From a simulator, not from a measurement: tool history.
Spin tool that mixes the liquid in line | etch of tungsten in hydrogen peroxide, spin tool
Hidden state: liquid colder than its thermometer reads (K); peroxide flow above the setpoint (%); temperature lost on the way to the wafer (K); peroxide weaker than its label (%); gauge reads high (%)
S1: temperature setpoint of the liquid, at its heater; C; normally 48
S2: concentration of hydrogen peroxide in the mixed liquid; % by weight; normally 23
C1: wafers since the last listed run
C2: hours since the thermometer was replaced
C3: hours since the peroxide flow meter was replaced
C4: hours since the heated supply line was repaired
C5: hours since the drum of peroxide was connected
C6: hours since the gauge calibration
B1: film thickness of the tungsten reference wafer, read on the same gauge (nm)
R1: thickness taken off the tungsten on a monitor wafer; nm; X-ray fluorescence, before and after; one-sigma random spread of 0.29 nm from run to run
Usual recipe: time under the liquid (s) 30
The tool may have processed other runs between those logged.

{"run": 1, "hour": 0.0, "S1": 48, "S2": 23, "time under the liquid (s)": 30, "C1": 0, "C2": 454.7, "C3": 846.4, "C4": 2953.6, "C5": 18.7, "C6": 730.2, "B1": 130.02, "R1": 41.07}
{"run": 2, "hour": 80.9, "S1": 48, "S2": 23, "time under the liquid (s)": 30, "C1": 1116, "C2": 535.6, "C3": 927.3, "C4": 3034.5, "C5": 99.6, "C6": 811.1, "B1": 130, "R1": 40.55}
{"run": 3, "hour": 183.6, "S1": 48, "S2": 23, "time under the liquid (s)": 30, "C1": 1416, "C2": 638.3, "C3": 1030, "C4": 3137.2, "C5": 202.3, "C6": 913.8, "B1": 130.01, "R1": 40.04}
{"run": 4, "hour": 278.5, "S1": 48, "S2": 27, "time under the liquid (s)": 25, "C1": 1309, "C2": 733.2, "C3": 1124.9, "C4": 3232.1, "C5": 297.2, "C6": 1008.7, "B1": 130.01, "R1": 36.07}
{"hour": 342.2, "done": "peroxide flow meter replaced"}
{"run": 5, "hour": 376.0, "S1": 48, "S2": 23, "time under the liquid (s)": 30, "C1": 1331, "C2": 830.7, "C3": 33.8, "C4": 3329.6, "C5": 394.7, "C6": 1106.2, "B1": 130.05, "R1": 39.07}
{"hour": 447.3, "done": "new drum of peroxide connected"}
{"run": 6, "hour": 450.5, "S1": 48, "S2": 23, "time under the liquid (s)": 30, "C1": 1013, "C2": 905.2, "C3": 108.3, "C4": 3404.1, "C5": 3.2, "C6": 1180.7, "B1": 129.98, "R1": 40.52}
{"run": 7, "hour": 536.9, "S1": 48, "S2": 23, "time under the liquid (s)": 30, "C1": 1191, "C2": 991.6, "C3": 194.7, "C4": 3490.5, "C5": 89.6, "C6": 1267.1, "B1": 129.99, "R1": 40.17}
{"run": 8, "hour": 583.4, "S1": 48, "S2": 23, "time under the liquid (s)": 30, "C1": 641, "C2": 1038.1, "C3": 241.2, "C4": 3537, "C5": 136.1, "C6": 1313.6, "B1": 129.98, "R1": 39.24}
{"run": 9, "hour": 624.9, "S1": 48, "S2": 23, "time under the liquid (s)": 30, "C1": 572, "C2": 1079.6, "C3": 282.7, "C4": 3578.5, "C5": 177.6, "C6": 1355.1, "B1": 130.02, "R1": 39.45}
{"run": 10, "hour": 722.5, "S1": 48, "S2": 23, "time under the liquid (s)": 30, "C1": 1346, "C2": 1177.2, "C3": 380.3, "C4": 3676.1, "C5": 275.2, "C6": 1452.7, "B1": 130.01, "R1": 38.77}
{"run": 11, "hour": 794.5, "S1": 48, "S2": 23, "time under the liquid (s)": 30, "C1": 993, "C2": 1249.2, "C3": 452.3, "C4": 3748.1, "C5": 347.2, "C6": 1524.7, "B1": 129.97, "R1": 39.16}
{"hour": 810.7, "done": "heated supply line repaired"}
{"run": 12, "hour": 868.7, "S1": 48, "S2": 23, "time under the liquid (s)": 30, "C1": 1009, "C2": 1323.4, "C3": 526.5, "C4": 58, "C5": 421.4, "C6": 1598.9, "B1": 130.02, "R1": 44.37}
{"hour": 870.2, "done": "new drum of peroxide connected"}
{"run": 13, "hour": 910.9, "S1": 54, "S2": 25, "time under the liquid (s)": 15, "C1": 568, "C2": 1365.6, "C3": 568.7, "C4": 100.2, "C5": 40.7, "C6": 1641.1, "B1": 130, "R1": 34.11}
{"run": 14, "hour": 979.5, "S1": 48, "S2": 19, "time under the liquid (s)": 25, "C1": 946, "C2": 1434.2, "C3": 637.3, "C4": 168.8, "C5": 109.3, "C6": 1709.7, "B1": 129.94, "R1": 34.34}
{"hour": 991.6, "done": "gauge calibrated"}
{"run": 15, "hour": 1067.7, "S1": 57.5, "S2": 23, "time under the liquid (s)": 30, "C1": 1216, "C2": 1522.4, "C3": 725.5, "C4": 257, "C5": 197.5, "C6": 76.1, "B1": 130, "R1": 79.99}
{"run": 16, "hour": 1164.1, "S1": 48, "S2": 27, "time under the liquid (s)": 25, "C1": 1329, "C2": 1618.8, "C3": 821.9, "C4": 353.4, "C5": 293.9, "C6": 172.5, "B1": 130.02, "R1": 40.45}

Run 17, settings as shown, results not yet in. Your forecast:
{"run": 17, "hour": 1244.0, "S1": 39.5, "S2": 23, "time under the liquid (s)": 35, "C1": 1102, "C2": 1698.7, "C3": 901.8, "C4": 433.3, "C5": 373.8, "C6": 252.4, "B1": "?", "R1": "?"}

Run 17 produced B1 129.99, R1 29.62 nm.
Had the tool carried no hidden state, the very same run would have given R1 31.09 nm.
